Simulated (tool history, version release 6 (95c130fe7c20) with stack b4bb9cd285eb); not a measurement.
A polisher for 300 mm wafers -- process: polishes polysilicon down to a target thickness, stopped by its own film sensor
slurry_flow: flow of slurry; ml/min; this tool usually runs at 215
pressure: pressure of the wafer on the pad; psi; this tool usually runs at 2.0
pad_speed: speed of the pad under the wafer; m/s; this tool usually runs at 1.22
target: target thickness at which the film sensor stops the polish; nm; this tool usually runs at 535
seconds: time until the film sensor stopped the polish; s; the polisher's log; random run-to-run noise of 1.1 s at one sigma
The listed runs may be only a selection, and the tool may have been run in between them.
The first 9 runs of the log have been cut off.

run	day	slurry_flow	pressure	pad_speed	target	wafers since the last listed run	wafers polished on this pad	hours since the slurry nozzle was cleaned	hours since the head pressure was calibrated	incoming thickness of the incoming film, nm	seconds
10	15.679	215	2.0	1.48	535	286	1401	48.3	658.3	1138.9	114.2
11	16.517	215	2.0	1.48	535	223	1624	68.4	678.4	1129.1	113.5
12	17.312	215	2.0	1.48	535	212	1837	87.5	697.5	1116.4	112.8
# day 18.129: worn pad replaced by a new one
13	18.458	165	2.0	1.22	421	261	87	115.0	725.0	1127.8	158.5
14	19.358	165	2.0	1.22	421	239	327	136.6	746.6	1127.7	160.6
15	20.712	215	2.0	1.22	535	361	688	169.1	779.1	1138.1	130.4
16	21.979	215	2.0	1.22	684	337	1026	199.5	809.5	1117.7	94.3
# day 23.512: head pressure recalibrated
# day 25.758: worn pad replaced by a new one
17	25.912	260	2.4	0.84	708	982	40	293.9	57.6	1105.7	84.6
18	26.492	215	2.0	1.22	535	154	195	307.8	71.5	1150.4	116.7
19	27.888	215	1.4	1.50	535	372	567	341.3	105.0	1128.5	131.0
20	28.583	215	2.0	1.22	535	185	752	358.0	121.7	1104.7	115.2
21	30.071	285	2.0	1.22	652	396	1149	393.7	157.4	1128.8	91.4
22	31.271	155	2.0	1.22	535	319	1469	422.5	186.2	1114.7	125.8
23	32.092	215	2.4	1.22	535	218	1688	442.2	205.9	1109.2	100.0
24	32.725	240	2.0	1.22	535	168	1857	457.4	221.1	1111.8	117.1
# day 33.162: worn pad replaced by a new one
25	33.875	215	2.0	1.22	535	262	189	485.0	248.7	1136.5	121.0
26	34.975	275	2.5	1.42	449	293	483	511.4	275.1	1141.5	99.3
27	36.367	215	2.0	1.22	535	371	854	544.8	308.5	1108.8	117.0
28	37.692	215	2.2	1.22	535	353	1207	576.6	340.3	1131.7	116.4
29	38.917	215	2.0	1.36	535	326	1534	606.0	369.7	1118.7	112.5
30	39.504	215	2.5	1.56	467	156	1690	620.1	383.8	1133.2	96.6
# day 40.417: worn pad replaced by a new one
31	40.438	260	2.0	0.84	535	204	5	642.5	406.2	1122.3	154.8
32	41.229	215	2.0	1.22	535	211	216	661.5	425.2	1139.5	124.7
33	41.792	180	2.5	1.40	535	149	366	675.0	438.7	1112.2	92.1

Alternative continuations, all from the tool just after run 33; predict every row:
A	41.808	215	2.0	1.22	394	4	371	675.4	439.1	1142.3	?
B	41.808	215	2.6	1.22	535	4	371	675.4	439.1	1142.3	?
C	41.808	195	1.3	1.60	399	4	371	675.4	439.1	1142.3	?
D	41.808	215	2.7	1.22	535	4	371	675.4	439.1	1142.3	?

run	seconds
A	152.7
B	99.1
C	175.1
D	95.9
Stripped of hidden state, with their random variation kept, the same runs would have yielded:
run	seconds
A	140.6
B	91.2
C	161.2
D	88.3

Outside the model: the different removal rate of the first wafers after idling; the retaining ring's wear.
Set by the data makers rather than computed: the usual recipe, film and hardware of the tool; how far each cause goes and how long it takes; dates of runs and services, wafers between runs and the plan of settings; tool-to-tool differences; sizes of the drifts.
